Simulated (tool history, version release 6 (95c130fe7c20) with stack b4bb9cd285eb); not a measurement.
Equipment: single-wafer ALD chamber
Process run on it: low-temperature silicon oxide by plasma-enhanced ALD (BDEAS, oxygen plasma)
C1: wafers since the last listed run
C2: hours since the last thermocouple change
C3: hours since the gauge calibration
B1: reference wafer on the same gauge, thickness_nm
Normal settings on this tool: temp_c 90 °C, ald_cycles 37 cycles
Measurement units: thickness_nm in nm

{"run": 1, "hour": 0.0, "temp_c": 90, "ald_cycles": 37, "C1": 0, "C2": 2967.6, "C3": 19.9, "B1": 5.171, "thickness_nm": 5.406}
{"run": 2, "hour": 43.9, "temp_c": 90, "ald_cycles": 37, "C1": 467, "C2": 3011.5, "C3": 63.8, "B1": 5.151, "thickness_nm": 5.374}
{"run": 3, "hour": 94.2, "temp_c": 90, "ald_cycles": 37, "C1": 535, "C2": 3061.8, "C3": 114.1, "B1": 5.139, "thickness_nm": 5.379}
{"run": 4, "hour": 158.2, "temp_c": 90, "ald_cycles": 37, "C1": 681, "C2": 3125.8, "C3": 178.1, "B1": 5.126, "thickness_nm": 5.376}
{"run": 5, "hour": 216.7, "temp_c": 90, "ald_cycles": 37, "C1": 623, "C2": 3184.3, "C3": 236.6, "B1": 5.115, "thickness_nm": 5.369}
{"hour": 276.5, "done": "thermocouple changed; heater temperature recalibrated"}
{"run": 6, "hour": 280.5, "temp_c": 82, "ald_cycles": 37, "C1": 594, "C2": 4, "C3": 300.4, "B1": 5.118, "thickness_nm": 5.503}
{"run": 7, "hour": 332.6, "temp_c": 82, "ald_cycles": 37, "C1": 554, "C2": 56.1, "C3": 352.5, "B1": 5.115, "thickness_nm": 5.506}
{"hour": 357.8, "done": "gauge calibrated"}
{"run": 8, "hour": 381.4, "temp_c": 82, "ald_cycles": 37, "C1": 519, "C2": 104.9, "C3": 23.6, "B1": 5.177, "thickness_nm": 5.56}
{"run": 9, "hour": 427.1, "temp_c": 77, "ald_cycles": 44, "C1": 486, "C2": 150.6, "C3": 69.3, "B1": 5.162, "thickness_nm": 6.697}
{"run": 10, "hour": 462.7, "temp_c": 90, "ald_cycles": 37, "C1": 379, "C2": 186.2, "C3": 104.9, "B1": 5.148, "thickness_nm": 5.393}
{"run": 11, "hour": 516.7, "temp_c": 80, "ald_cycles": 37, "C1": 575, "C2": 240.2, "C3": 158.9, "B1": 5.136, "thickness_nm": 5.541}
{"run": 12, "hour": 587.3, "temp_c": 90, "ald_cycles": 40, "C1": 751, "C2": 310.8, "C3": 229.5, "B1": 5.126, "thickness_nm": 5.819}
{"run": 13, "hour": 621.0, "temp_c": 90, "ald_cycles": 37, "C1": 358, "C2": 344.5, "C3": 263.2, "B1": 5.123, "thickness_nm": 5.348}
{"run": 14, "hour": 670.8, "temp_c": 76, "ald_cycles": 39, "C1": 530, "C2": 394.3, "C3": 313, "B1": 5.121, "thickness_nm": 5.905}
{"hour": 736.6, "done": "gauge calibrated"}
{"run": 15, "hour": 738.4, "temp_c": 104, "ald_cycles": 34, "C1": 719, "C2": 461.9, "C3": 1.8, "B1": 5.174, "thickness_nm": 4.79}
{"run": 16, "hour": 789.4, "temp_c": 90, "ald_cycles": 43, "C1": 543, "C2": 512.9, "C3": 52.8, "B1": 5.151, "thickness_nm": 6.3}

Some steps in thickness_nm between neighbouring runs. How much of each would the tool show without its hidden state too (settings, what came in, random variation), and how much is left for the hidden state, with any gauge scatter that isn't in both results?
Unlogged tool condition in this case: wafer temperature above the value expected at the setpoint (K); gauge reads high (%).
Run 7 -> 8: gauge calibrated. thickness_nm +0.054 nm: hidden state +0.065, all else -0.011.
Run 15 -> 16: temp_c 104 -> 90, ald_cycles 34 -> 43. thickness_nm +1.51 nm: hidden state -0.024, all else +1.534.
